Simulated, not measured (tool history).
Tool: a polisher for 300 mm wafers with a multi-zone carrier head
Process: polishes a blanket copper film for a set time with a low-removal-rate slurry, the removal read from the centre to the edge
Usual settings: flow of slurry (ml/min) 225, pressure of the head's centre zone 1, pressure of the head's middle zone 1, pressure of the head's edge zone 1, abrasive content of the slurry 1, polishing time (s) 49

run   hour  flow of slurry (ml/min)  pressure of the head's centre zone  pressure of the head's middle zone  pressure of the head's edge zone  abrasive content of the slurry  polishing time (s)  incoming thickness of the incoming film, nm  film removed at the wafer's centre (Å)  film removed at mid-radius (Å)  film removed at the wafer's edge (Å)
  1      0                      225                                   1                                   1                                 1                               1                  49                                          750                                    1238                            1211                                  1207
  2     14                      225                                   1                                   1                                 1                               1                  59                                        744.5                                    1478                            1482                                  1461
  3   28.6                      225                                   1                                   1                                 1                               1                  59                                        753.4                                    1469                            1494                                  1462
      41.7  -- worn pad replaced by a new one
  4   43.8                      225                                1.08                                   1                                 1                               1                  49                                        743.4                                    1291                            1254                                  1208
  5   50.7                      225                                1.08                                   1                                 1                               1                  49                                        752.1                                    1289                            1235                                  1215
  6   57.1                      225                                1.08                                   1                                 1                               1                  49                                        749.4                                    1304                            1226                                  1216
  7     71                      225                                   1                                   1                                 1                               1                  49                                        733.9                                    1227                            1225                                  1199
        76  -- edge zone pressure recalibrated
  8   87.3                      225                                   1                                   1                                 1                               1                  49                                        758.7                                    1248                            1256                                  1198
  9   96.9                      270                                   1                                   1                                 1                             1.3                  49                                        749.2                                    1311                            1311                                  1291
       121  -- carrier head's membrane replaced by a new one
 10  121.5                      225                                   1                                   1                                 1                               1                  59                                        758.9                                    1457                            1486                                  1424
     137.2  -- worn pad replaced by a new one
     137.9  -- slurry nozzle cleaned
 11  138.4                      225                                0.96                                   1                              0.91                               1                  49                                        745.9                                    1195                            1248                                  1148
 12  150.8                      225                                   1                                   1                                 1                             1.2                  49                                          751                                    1278                            1268                                  1255
 13  158.5                      280                                   1                                   1                               1.1                               1                  59                                          746                                    1504                            1513                                  1548
 14  165.2                      175                                1.12                                   1                              1.11                            0.85                  49                                        739.2                                    1240                            1142                                  1212
 15  182.1                      205                                1.07                                0.95                                 1                               1                  61                                        742.1                                    1574                            1453                                  1482
     200.7  -- centre zone pressure recalibrated
     231.6  -- worn pad replaced by a new one
 16  232.6                      225                                   1                                   1                                 1                               1                  49                                        739.9                                    1227                            1272                                  1210
 17  240.8                      225                                   1                                0.93                               1.1                            0.85                  66                                        751.9                                    1597                            1520                                  1671
 18  255.1                      225                                   1                                   1                                 1                               1                  49                                        750.6                                    1223                            1232                                  1204
 19  290.7                      300                                   1                                   1                                 1                               1                  49                                        753.8                                    1263                            1289                                  1248
 20  299.1                      225                                 0.9                                1.06                                 1                               1                  61                                        763.9                                    1393                            1620                                  1493

5 ways to go on from here, each from the tool as it stands after run 20. What would each give?
  A  299.5                      225                                0.88                                   1                                 1                               1                  49                                        766.3                                       ?                               ?                                     ?
  B  299.5                      150                                   1                                0.89                                 1                             1.1                  49                                        766.3                                       ?                               ?                                     ?
  C  299.5                      225                                1.08                                1.07                              1.05                               1                  41                                        766.3                                       ?                               ?                                     ?
  D  299.5                      225                                   1                                   1                                 1                             0.8                  49                                        766.3                                       ?                               ?                                     ?
  E  299.5                      150                                0.93                                   1                              0.96                               1                  49                                        766.3                                       ?                               ?                                     ?

run  film removed at the wafer's centre (Å)  film removed at mid-radius (Å)  film removed at the wafer's edge (Å)
  A                                    1111                            1254                                  1204
  B                                    1167                            1093                                  1171
  C                                    1101                            1106                                  1031
  D                                    1182                            1201                                  1154
  E                                    1080                            1174                                  1125
Without the tool's hidden state the same runs would have given:
run  film removed at the wafer's centre (Å)  film removed at mid-radius (Å)  film removed at the wafer's edge (Å)
  A                                    1111                            1254                                  1204
  B                                    1167                            1093                                  1171
  C                                    1101                            1106                                  1031
  D                                    1182                            1201                                  1154
  E                                    1080                            1174                                  1125
